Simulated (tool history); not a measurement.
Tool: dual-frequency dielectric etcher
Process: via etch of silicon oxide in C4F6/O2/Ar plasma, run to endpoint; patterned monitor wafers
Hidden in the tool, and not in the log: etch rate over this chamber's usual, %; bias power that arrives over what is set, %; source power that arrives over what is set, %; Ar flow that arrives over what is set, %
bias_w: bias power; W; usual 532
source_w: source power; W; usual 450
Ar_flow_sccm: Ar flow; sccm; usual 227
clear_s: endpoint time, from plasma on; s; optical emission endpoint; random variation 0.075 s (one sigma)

| run | hour | bias_w | source_w | Ar_flow_sccm | wafers since the last listed run | hours since the last wet clean | hours since the last bias power generator calibration | hours since the last source power generator calibration | hours since the last Ar flow controller change | hours since the last upper electrode change | incoming incoming film thickness, nm | clear_s |
|---|---|---|---|---|---|---|---|---|---|---|---|---|
| 1 | 0.0 | 532 | 450 | 227 | 0 | 47.4 | 3244.7 | 1398.3 | 2618.3 | 2601.2 | 90.9 | 18.1 |
| 2 | 44.0 | 532 | 450 | 227 | 448 | 91.4 | 3288.7 | 1442.3 | 2662.3 | 2645.2 | 90.6 | 18.3 |
| 3 | 73.2 | 629 | 450 | 227 | 297 | 120.6 | 3317.9 | 1471.5 | 2691.5 | 2674.4 | 91.3 | 17.0 |
| 4 | 111.2 | 629 | 450 | 227 | 387 | 158.6 | 3355.9 | 1509.5 | 2729.5 | 2712.4 | 90.2 | 16.9 |
| 5 | 180.6 | 532 | 390 | 245 | 706 | 228.0 | 3425.3 | 1578.9 | 2798.9 | 2781.8 | 91.6 | 19.8 |
|  | 348.1 | Ar flow controller replaced |
| 6 | 369.1 | 532 | 450 | 227 | 1858 | 416.5 | 3613.8 | 1767.4 | 21.0 | 2970.3 | 91.3 | 18.8 |
| 7 | 397.3 | 532 | 450 | 227 | 287 | 444.7 | 3642.0 | 1795.6 | 49.2 | 2998.5 | 91.1 | 18.7 |
|  | 421.5 | wet clean of the chamber |
| 8 | 450.6 | 532 | 500 | 255 | 298 | 29.1 | 3695.3 | 1848.9 | 102.5 | 3051.8 | 90.0 | 17.3 |
| 9 | 517.8 | 532 | 500 | 255 | 684 | 96.3 | 3762.5 | 1916.1 | 169.7 | 3119.0 | 91.3 | 17.8 |
| 10 | 550.6 | 532 | 500 | 255 | 334 | 129.1 | 3795.3 | 1948.9 | 202.5 | 3151.8 | 90.4 | 17.7 |
| 11 | 581.3 | 532 | 450 | 227 | 312 | 159.8 | 3826.0 | 1979.6 | 233.2 | 3182.5 | 90.6 | 18.4 |
| 12 | 630.0 | 532 | 450 | 227 | 496 | 208.5 | 3874.7 | 2028.3 | 281.9 | 3231.2 | 90.2 | 18.4 |
| 13 | 661.0 | 644 | 450 | 243 | 315 | 239.5 | 3905.7 | 2059.3 | 312.9 | 3262.2 | 90.4 | 16.9 |
| 14 | 702.7 | 532 | 540 | 276 | 424 | 281.2 | 3947.4 | 2101.0 | 354.6 | 3303.9 | 90.3 | 17.5 |
|  | 720.9 | source power generator calibrated |
| 15 | 774.0 | 620 | 550 | 276 | 685 | 352.5 | 4018.7 | 53.1 | 425.9 | 3375.2 | 90.2 | 15.6 |
| 16 | 834.7 | 631 | 410 | 227 | 618 | 413.2 | 4079.4 | 113.8 | 486.6 | 3435.9 | 90.2 | 17.3 |
| 17 | 886.7 | 574 | 520 | 194 | 529 | 465.2 | 4131.4 | 165.8 | 538.6 | 3487.9 | 90.4 | 16.3 |
|  | 988.6 | wet clean of the chamber |
| 18 | 1007.5 | 532 | 450 | 227 | 985 | 18.9 | 4252.2 | 286.6 | 659.4 | 3608.7 | 90.6 | 17.9 |
|  | 1107.5 | bias power generator calibrated |
| 19 | 1144.9 | 623 | 510 | 180 | 1358 | 156.3 | 37.4 | 424.0 | 796.8 | 3746.1 | 91.1 | 15.8 |
|  | 1230.8 | upper electrode replaced |
| 20 | 1231.3 | 443 | 510 | 202 | 635 | 242.7 | 123.8 | 510.4 | 883.2 | 0.5 | 91.1 | 19.0 |
| 21 | 1263.5 | 532 | 450 | 227 | 327 | 274.9 | 156.0 | 542.6 | 915.4 | 32.7 | 90.2 | 18.2 |
| 22 | 1296.9 | 532 | 450 | 268 | 340 | 308.3 | 189.4 | 576.0 | 948.8 | 66.1 | 90.2 | 18.6 |
| 23 | 1353.5 | 532 | 450 | 268 | 576 | 364.9 | 246.0 | 632.6 | 1005.4 | 122.7 | 90.2 | 18.8 |
| 24 | 1383.3 | 584 | 410 | 278 | 303 | 394.7 | 275.8 | 662.4 | 1035.2 | 152.5 | 90.9 | 18.8 |
| 25 | 1438.0 | 415 | 450 | 200 | 557 | 449.4 | 330.5 | 717.1 | 1089.9 | 207.2 | 91.9 | 21.2 |
| 26 | 1485.5 | 532 | 500 | 255 | 483 | 496.9 | 378.0 | 764.6 | 1137.4 | 254.7 | 90.9 | 18.1 |
| 27 | 1519.7 | 532 | 350 | 227 | 348 | 531.1 | 412.2 | 798.8 | 1171.6 | 288.9 | 91.2 | 21.0 |
|  | 1570.7 | wet clean of the chamber |
| 28 | 1579.9 | 639 | 380 | 271 | 368 | 9.2 | 472.4 | 859.0 | 1231.8 | 349.1 | 89.9 | 17.7 |
| 29 | 1608.6 | 532 | 500 | 184 | 292 | 37.9 | 501.1 | 887.7 | 1260.5 | 377.8 | 90.0 | 16.6 |

Forecast each of these 4 alternatives for the next run:
| A | 1609.0 | 532 | 450 | 227 | 4 | 38.3 | 501.5 | 888.1 | 1260.9 | 378.2 | 91.4 | ? |
| B | 1609.0 | 442 | 350 | 227 | 4 | 38.3 | 501.5 | 888.1 | 1260.9 | 378.2 | 91.4 | ? |
| C | 1609.0 | 582 | 380 | 277 | 4 | 38.3 | 501.5 | 888.1 | 1260.9 | 378.2 | 91.4 | ? |
| D | 1609.0 | 652 | 370 | 253 | 4 | 38.3 | 501.5 | 888.1 | 1260.9 | 378.2 | 91.4 | ? |

| run | clear_s |
|---|---|
| A | 18.1 |
| B | 22.1 |
| C | 19.0 |
| D | 18.0 |
Without the tool's hidden state the same runs would have given:
| run | clear_s |
|---|---|
| A | 17.9 |
| B | 21.9 |
| C | 18.8 |
| D | 17.8 |
